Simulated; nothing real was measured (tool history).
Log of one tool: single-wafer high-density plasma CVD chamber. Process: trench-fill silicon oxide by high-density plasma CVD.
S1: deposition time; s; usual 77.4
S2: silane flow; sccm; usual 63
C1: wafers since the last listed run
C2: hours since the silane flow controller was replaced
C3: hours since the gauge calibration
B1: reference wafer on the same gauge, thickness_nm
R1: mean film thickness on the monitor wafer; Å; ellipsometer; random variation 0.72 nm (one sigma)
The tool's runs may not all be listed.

run 1 day=0 | S1=77.4 S2=63 | C1=0 C2=3083.7 C3=60 | B1=512.038 | R1=4958.9
run 2 day=0.738 | S1=77.4 S2=63 | C1=224 C2=3101.4 C3=77.7 | B1=511.949 | R1=4960.41
run 3 day=1.346 | S1=77.4 S2=60 | C1=185 C2=3116 C3=92.3 | B1=512.016 | R1=4742.19
run 4 day=1.983 | S1=77.4 S2=60 | C1=194 C2=3131.3 C3=107.6 | B1=511.945 | R1=4738.68
run 5 day=2.354 | S1=77.4 S2=60 | C1=113 C2=3140.2 C3=116.5 | B1=512.296 | R1=4745.45
run 6 day=2.912 | S1=77.4 S2=59 | C1=170 C2=3153.6 C3=129.9 | B1=511.802 | R1=4683.77
run 7 day=3.542 | S1=77.4 S2=59 | C1=191 C2=3168.7 C3=145 | B1=512.16 | R1=4677.18
run 8 day=4.092 | S1=77.4 S2=71 | C1=167 C2=3181.9 C3=158.2 | B1=511.978 | R1=5529.89
run 9 day=4.808 | S1=83.4 S2=63 | C1=218 C2=3199.1 C3=175.4 | B1=512.027 | R1=5361.34
run 10 day=5.521 | S1=83.4 S2=63 | C1=217 C2=3216.2 C3=192.5 | B1=511.733 | R1=5361.48
-- day=6.692 silane flow controller replaced
run 11 day=6.712 | S1=83.4 S2=63 | C1=261 C2=0.5 C3=221.1 | B1=512.29 | R1=5151.01
run 12 day=7.358 | S1=87.3 S2=51 | C1=196 C2=16 C3=236.6 | B1=512.135 | R1=4455.84
run 13 day=7.833 | S1=89.5 S2=57 | C1=144 C2=27.4 C3=248 | B1=512.08 | R1=5055.42
run 14 day=8.221 | S1=77.4 S2=51 | C1=118 C2=36.7 C3=257.3 | B1=511.9 | R1=3946.2

The next listed run, before its measurement:
-- day=8.325 gauge calibrated
run 15 day=8.642 | S1=77.4 S2=63 | C1=128 C2=46.8 C3=7.6 | B1=? | R1=?

B1: 511.912
R1: 4777.46 Å
Without the tool's hidden state the same run would have given R1 4788.39 Å.

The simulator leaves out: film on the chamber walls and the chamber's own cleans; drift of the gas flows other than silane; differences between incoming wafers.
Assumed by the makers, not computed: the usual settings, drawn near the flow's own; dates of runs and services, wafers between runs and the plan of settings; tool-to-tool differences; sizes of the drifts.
